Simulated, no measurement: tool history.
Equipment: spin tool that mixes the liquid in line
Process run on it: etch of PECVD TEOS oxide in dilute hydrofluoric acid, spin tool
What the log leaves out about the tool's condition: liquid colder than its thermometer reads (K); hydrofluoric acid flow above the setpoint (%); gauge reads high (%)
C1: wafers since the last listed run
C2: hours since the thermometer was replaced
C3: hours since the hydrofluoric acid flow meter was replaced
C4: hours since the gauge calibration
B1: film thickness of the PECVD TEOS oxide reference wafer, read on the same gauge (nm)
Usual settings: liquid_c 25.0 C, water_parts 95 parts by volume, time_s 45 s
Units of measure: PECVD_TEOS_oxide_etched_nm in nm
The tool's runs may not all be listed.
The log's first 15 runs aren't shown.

Run 16, day 27.388: usual settings but liquid_c 23.5 C, water_parts 130 parts by volume, time_s 25 s; C1 520; C2 399.6; C3 996.2; C4 580.6; B1 39.97. Result: PECVD_TEOS_oxide_etched_nm 2.39 nm.
Run 17, day 30.075: usual settings but water_parts 120 parts by volume, time_s 35 s; C1 693; C2 464.1; C3 1060.7; C4 645.1; B1 40.01. Result: PECVD_TEOS_oxide_etched_nm 3.89 nm.
At day 30.350: hydrofluoric acid flow meter replaced.
Run 18, day 31.562: usual settings but liquid_c 29.5 C, water_parts 70 parts by volume, time_s 65 s; C1 372; C2 499.8; C3 29.1; C4 680.8; B1 39.99. Result: PECVD_TEOS_oxide_etched_nm 15.15 nm.
Run 19, day 33.679: usual settings but liquid_c 21.5 C, water_parts 60 parts by volume; C1 545; C2 550.6; C3 79.9; C4 731.6; B1 40.01. Result: PECVD_TEOS_oxide_etched_nm 9.03 nm.
Run 20, day 36.075: usual settings but water_parts 55 parts by volume; C1 617; C2 608.1; C3 137.4; C4 789.1; B1 40.00. Result: PECVD_TEOS_oxide_etched_nm 11.40 nm.
Run 21, day 38.304: usual settings but time_s 55 s; C1 574; C2 661.6; C3 190.9; C4 842.6; B1 40.01. Result: PECVD_TEOS_oxide_etched_nm 7.69 nm.
Run 22, day 40.175: usual settings but water_parts 65 parts by volume; C1 482; C2 706.5; C3 235.8; C4 887.5; B1 40.00. Result: PECVD_TEOS_oxide_etched_nm 9.60 nm.
Run 23, day 41.908: usual settings but time_s 20 s; C1 446; C2 748.1; C3 277.4; C4 929.1; B1 39.99. Result: PECVD_TEOS_oxide_etched_nm 2.80 nm.
Run 24, day 44.279: usual settings but liquid_c 23.5 C, water_parts 120 parts by volume, time_s 70 s; C1 611; C2 805.0; C3 334.3; C4 986.0; B1 40.01. Result: PECVD_TEOS_oxide_etched_nm 7.13 nm.
Run 25, day 45.308: usual settings but liquid_c 21.0 C, water_parts 60 parts by volume; C1 265; C2 829.7; C3 359.0; C4 1010.7; B1 40.00. Result: PECVD_TEOS_oxide_etched_nm 8.93 nm.
Run 26, day 46.525: usual settings but liquid_c 21.5 C, water_parts 70 parts by volume, time_s 25 s; C1 313; C2 858.9; C3 388.2; C4 1039.9; B1 40.01. Result: PECVD_TEOS_oxide_etched_nm 4.28 nm.
Run 27, day 48.075: usual settings; C1 399; C2 896.1; C3 425.4; C4 1077.1; B1 40.00. Result: PECVD_TEOS_oxide_etched_nm 6.34 nm.
Run 28, day 50.212: usual settings but liquid_c 21.5 C, water_parts 70 parts by volume, time_s 60 s; C1 551; C2 947.4; C3 476.7; C4 1128.4; B1 39.99. Result: PECVD_TEOS_oxide_etched_nm 10.30 nm.
Run 29, day 52.796: usual settings but time_s 60 s; C1 666; C2 1009.4; C3 538.7; C4 1190.4; B1 39.99. Result: PECVD_TEOS_oxide_etched_nm 8.47 nm.
Run 30, day 55.058: usual settings but water_parts 135 parts by volume, time_s 30 s; C1 583; C2 1063.7; C3 593.0; C4 1244.7; B1 39.99. Result: PECVD_TEOS_oxide_etched_nm 2.85 nm.
Run 31, day 57.429: usual settings but time_s 70 s; C1 611; C2 1120.6; C3 649.9; C4 1301.6; B1 40.00. Result: PECVD_TEOS_oxide_etched_nm 9.98 nm.
Run 32, day 60.288: usual settings but liquid_c 26.5 C, water_parts 50 parts by volume; C1 737; C2 1189.2; C3 718.5; C4 1370.2; B1 39.99. Result: PECVD_TEOS_oxide_etched_nm 13.80 nm.
Run 33, day 61.350: usual settings; C1 273; C2 1214.7; C3 744.0; C4 1395.7; B1 39.99. Result: PECVD_TEOS_oxide_etched_nm 6.48 nm.
Run 34, day 62.471: usual settings; C1 289; C2 1241.6; C3 770.9; C4 1422.6; B1 39.99. Result: PECVD_TEOS_oxide_etched_nm 6.48 nm.

Forecast each of these 3 alternatives for the next run:
Run A, day 62.488: usual settings but liquid_c 20.0 C; C1 4; C2 1242.0; C3 771.3; C4 1423.0; B1 ?. Result: PECVD_TEOS_oxide_etched_nm ?.
Run B, day 62.488: usual settings but liquid_c 27.0 C, water_parts 70 parts by volume, time_s 50 s; C1 4; C2 1242.0; C3 771.3; C4 1423.0; B1 ?. Result: PECVD_TEOS_oxide_etched_nm ?.
Run C, day 62.488: usual settings but liquid_c 21.0 C, time_s 25 s; C1 4; C2 1242.0; C3 771.3; C4 1423.0; B1 ?. Result: PECVD_TEOS_oxide_etched_nm ?.

run     B1  PECVD_TEOS_oxide_etched_nm
  A  39.99                        5.27
  B  39.99                       10.87
  C  39.99                        3.05
Without the tool's hidden state the same runs would have given:
run  PECVD_TEOS_oxide_etched_nm
  A                        5.13
  B                       10.57
  C                        2.97
